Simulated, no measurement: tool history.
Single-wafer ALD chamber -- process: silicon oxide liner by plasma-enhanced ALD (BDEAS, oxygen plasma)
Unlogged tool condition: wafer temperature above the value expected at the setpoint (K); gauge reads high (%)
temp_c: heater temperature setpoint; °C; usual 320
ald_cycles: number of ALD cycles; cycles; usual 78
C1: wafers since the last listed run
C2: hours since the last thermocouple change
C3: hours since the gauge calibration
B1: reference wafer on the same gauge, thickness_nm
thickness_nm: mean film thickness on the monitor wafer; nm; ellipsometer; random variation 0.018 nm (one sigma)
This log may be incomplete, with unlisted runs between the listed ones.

Run 1, hour 0.0: usual settings; C1 0; C2 1404.9; C3 364.9; B1 7.760. Result: thickness_nm 7.241 nm.
Run 2, hour 65.9: usual settings; C1 327; C2 1470.8; C3 430.8; B1 7.752. Result: thickness_nm 7.227 nm.
Run 3, hour 106.8: usual settings; C1 203; C2 1511.7; C3 471.7; B1 7.755. Result: thickness_nm 7.239 nm.
Run 4, hour 289.2: usual settings; C1 907; C2 1694.1; C3 654.1; B1 7.757. Result: thickness_nm 7.233 nm.
Run 5, hour 326.5: usual settings; C1 185; C2 1731.4; C3 691.4; B1 7.742. Result: thickness_nm 7.215 nm.
Run 6, hour 448.9: usual settings; C1 609; C2 1853.8; C3 813.8; B1 7.743. Result: thickness_nm 7.191 nm.
Run 7, hour 518.4: usual settings; C1 345; C2 1923.3; C3 883.3; B1 7.738. Result: thickness_nm 7.227 nm.
Run 8, hour 562.8: usual settings; C1 220; C2 1967.7; C3 927.7; B1 7.731. Result: thickness_nm 7.229 nm.
Run 9, hour 592.7: usual settings; C1 148; C2 1997.6; C3 957.6; B1 7.739. Result: thickness_nm 7.166 nm.
Run 10, hour 651.7: usual settings; C1 293; C2 2056.6; C3 1016.6; B1 7.737. Result: thickness_nm 7.179 nm.
Run 11, hour 678.7: usual settings; C1 134; C2 2083.6; C3 1043.6; B1 7.724. Result: thickness_nm 7.203 nm.
Run 12, hour 718.8: usual settings but ald_cycles 85 cycles; C1 199; C2 2123.7; C3 1083.7; B1 7.719. Result: thickness_nm 7.849 nm.
Run 13, hour 814.9: usual settings but ald_cycles 85 cycles; C1 478; C2 2219.8; C3 1179.8; B1 7.717. Result: thickness_nm 7.811 nm.
Run 14, hour 868.7: usual settings; C1 267; C2 2273.6; C3 1233.6; B1 7.709. Result: thickness_nm 7.180 nm.
Run 15, hour 1041.2: usual settings; C1 858; C2 2446.1; C3 1406.1; B1 7.706. Result: thickness_nm 7.175 nm.
Run 16, hour 1077.7: usual settings; C1 181; C2 2482.6; C3 1442.6; B1 7.694. Result: thickness_nm 7.153 nm.
At hour 1172.0: thermocouple changed; heater temperature recalibrated.
Run 17, hour 1253.6: usual settings; C1 835; C2 81.6; C3 1618.5; B1 7.679. Result: thickness_nm 7.167 nm.
Run 18, hour 1317.4: usual settings; C1 317; C2 145.4; C3 1682.3; B1 7.671. Result: thickness_nm 7.149 nm.
Run 19, hour 1341.7: usual settings but temp_c 332 °C, ald_cycles 92 cycles; C1 120; C2 169.7; C3 1706.6; B1 7.672. Result: thickness_nm 8.310 nm.
Run 20, hour 1388.8: usual settings but temp_c 311 °C, ald_cycles 88 cycles; C1 234; C2 216.8; C3 1753.7; B1 7.664. Result: thickness_nm 8.133 nm.
Run 21, hour 1424.6: usual settings but temp_c 314 °C; C1 178; C2 252.6; C3 1789.5; B1 7.655. Result: thickness_nm 7.214 nm.
Run 22, hour 1465.7: usual settings but temp_c 331 °C, ald_cycles 63 cycles; C1 204; C2 293.7; C3 1830.6; B1 7.654. Result: thickness_nm 5.670 nm.
Run 23, hour 1490.9: usual settings but temp_c 306 °C, ald_cycles 65 cycles; C1 125; C2 318.9; C3 1855.8; B1 7.654. Result: thickness_nm 6.037 nm.
At hour 1538.0: gauge calibrated.
Run 24, hour 1553.6: usual settings but temp_c 306 °C, ald_cycles 64 cycles; C1 311; C2 381.6; C3 15.6; B1 7.780. Result: thickness_nm 6.039 nm.
Run 25, hour 1726.5: usual settings but temp_c 324 °C, ald_cycles 70 cycles; C1 860; C2 554.5; C3 188.5; B1 7.776. Result: thickness_nm 6.469 nm.
Run 26, hour 1775.6: usual settings but temp_c 308 °C, ald_cycles 83 cycles; C1 244; C2 603.6; C3 237.6; B1 7.777. Result: thickness_nm 7.837 nm.
Run 27, hour 1843.7: usual settings; C1 338; C2 671.7; C3 305.7; B1 7.778. Result: thickness_nm 7.223 nm.
Run 28, hour 1893.7: usual settings but temp_c 310 °C; C1 248; C2 721.7; C3 355.7; B1 7.775. Result: thickness_nm 7.304 nm.
Run 29, hour 1962.7: usual settings but ald_cycles 83 cycles; C1 343; C2 790.7; C3 424.7; B1 7.769. Result: thickness_nm 7.717 nm.
Run 30, hour 1999.6: usual settings but temp_c 330 °C, ald_cycles 88 cycles; C1 183; C2 827.6; C3 461.6; B1 7.768. Result: thickness_nm 8.045 nm.

Hidden state, per run?
wafer temperature above the value expected at the setpoint (K): 0 across all the runs
H1: gauge reads high (%)
run        H1
  1     -0.16
  2    -0.182
  3    -0.198
  4    -0.285
  5    -0.306
  6    -0.385
  7    -0.435
  8    -0.469
  9    -0.493
 10    -0.542
 11    -0.566
 12    -0.602
 13    -0.695
 14     -0.75
 15    -0.943
 16    -0.988
 17     -1.22
 18     -1.31
 19     -1.34
 20     -1.41
 21     -1.46
 22     -1.53
 23     -1.57
 24    0.0906
 25    0.0756
 26    0.0667
 27     0.051
 28     0.037
 29    0.0141
 30  0.000181
